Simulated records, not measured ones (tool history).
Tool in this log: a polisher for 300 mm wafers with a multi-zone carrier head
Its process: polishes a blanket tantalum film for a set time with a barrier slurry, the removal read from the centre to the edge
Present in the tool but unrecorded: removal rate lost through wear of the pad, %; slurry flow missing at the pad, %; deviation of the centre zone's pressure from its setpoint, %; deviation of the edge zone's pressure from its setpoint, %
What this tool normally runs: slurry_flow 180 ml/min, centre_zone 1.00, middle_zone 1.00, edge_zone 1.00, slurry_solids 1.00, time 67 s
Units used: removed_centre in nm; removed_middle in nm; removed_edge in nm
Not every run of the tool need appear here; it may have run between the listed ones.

run,day,slurry_flow,centre_zone,middle_zone,edge_zone,slurry_solids,time,wafers since the last listed run,wafers polished on this pad,hours since the slurry nozzle was cleaned,hours since the centre zone pressure was calibrated,hours since the edge zone pressure was calibrated,hours since the carrier head's membrane was replaced,"incoming thickness of the incoming film, nm",removed_centre,removed_middle,removed_edge
1,0.000,210,1.00,1.00,1.00,1.00,67,0,119,172.3,614.2,834.5,407.0,228.3,73.0,64.6,65.7
2,1.229,180,1.00,1.00,1.00,1.00,67,224,343,201.8,643.7,864.0,436.5,231.1,68.4,63.4,60.8
3,1.862,180,1.00,1.00,1.00,1.00,67,115,459,217.0,658.9,879.2,451.7,231.2,67.7,61.4,62.1
4,3.262,180,1.00,1.00,1.00,1.00,67,255,714,250.6,692.5,912.8,485.3,228.0,66.9,60.0,59.8
5,4.312,180,1.00,1.00,1.00,1.00,67,191,905,275.8,717.7,938.0,510.5,228.4,66.6,60.3,59.6
6,5.029,180,1.00,1.00,1.00,1.00,67,130,1036,293.0,734.9,955.2,527.7,233.2,65.7,59.7,59.8
7,5.929,180,1.00,1.00,1.00,1.00,67,164,1200,314.6,756.5,976.8,549.3,228.4,66.0,59.3,58.4
8,6.508,180,1.00,1.00,1.00,1.00,67,105,1306,328.5,770.4,990.7,563.2,227.5,65.5,59.0,58.5
# day 7.046: worn pad replaced by a new one
9,7.917,180,1.00,1.00,1.00,1.00,67,226,158,362.3,804.2,1024.5,597.0,228.6,71.2,64.7,63.6
# day 8.054: centre zone pressure recalibrated
10,8.667,180,1.00,1.00,1.00,1.00,67,121,280,380.3,14.7,1042.5,615.0,232.6,62.8,62.2,61.1
11,9.275,180,1.00,1.00,1.00,1.00,67,110,391,394.9,29.3,1057.1,629.6,232.4,62.3,61.5,60.8
# day 9.525: edge zone pressure recalibrated
# day 10.358: slurry nozzle cleaned
12,10.554,180,1.00,1.00,1.00,1.15,77,210,601,4.7,60.0,24.7,660.3,230.6,74.6,74.3,72.1
13,11.800,180,1.00,1.00,0.94,1.00,67,227,828,34.6,89.9,54.6,690.2,229.4,59.7,59.4,56.4
14,12.779,180,1.00,1.00,1.00,0.80,54,178,1007,58.1,113.4,78.1,713.7,234.7,41.4,41.8,40.8
# day 13.558: worn pad replaced by a new one
15,14.142,180,0.94,1.00,1.00,1.00,87,217,106,90.8,146.1,110.8,746.4,226.5,81.8,86.7,82.1
16,14.788,180,1.00,0.90,1.00,1.00,87,117,224,106.3,161.6,126.3,761.9,230.9,85.6,79.4,82.1
17,16.025,180,0.94,1.00,1.00,1.00,87,225,449,136.0,191.3,156.0,791.6,230.3,78.0,79.7,79.9
18,16.529,180,1.10,1.00,0.97,1.15,57,91,541,148.1,203.4,168.1,803.7,229.6,62.5,55.3,53.2
# day 16.783: carrier head's membrane replaced by a new one
19,17.750,180,1.00,1.06,1.00,0.70,73,184,726,177.4,232.7,197.4,23.2,232.5,54.4,52.9,50.8
20,19.233,200,1.00,1.00,1.00,1.00,47,270,996,213.0,268.3,233.0,58.8,227.2,44.4,42.9,42.1
21,20.088,180,1.09,1.00,1.00,1.00,84,155,1152,233.5,288.8,253.5,79.3,225.5,83.9,76.4,73.8
# day 21.154: worn pad replaced by a new one
22,21.267,165,1.05,1.00,0.90,1.00,51,184,20,261.8,317.1,281.8,107.6,228.0,56.3,50.6,47.3
23,22.046,220,0.91,1.00,1.00,1.15,85,142,162,280.5,335.8,300.5,126.3,229.8,85.5,88.2,87.6

List, for all runs, the conditions of the tool that the log does not record:
slurry flow missing at the pad, %: 0 at every run
deviation of the edge zone's pressure from its setpoint, %: 0 at every run
H1: removal rate lost through wear of the pad, %
H2: deviation of the centre zone's pressure from its setpoint, %
run,H1,H2
1,4.13,9.04
2,7.88,9.43
3,9.21,9.62
4,11.2,10.1
5,12.1,10.4
6,12.5,10.6
7,12.9,10.9
8,13.1,11.1
9,6.41,11.5
10,8.71,0.359
11,10.1,0.549
12,12.2,0.95
13,13.4,1.34
14,14.1,1.65
15,3.41,2.07
16,5.67,2.28
17,8.68,2.66
18,9.54,2.82
19,11,3.2
20,12.1,3.67
21,12.5,3.94
22,1.22,4.3
23,4.42,4.55
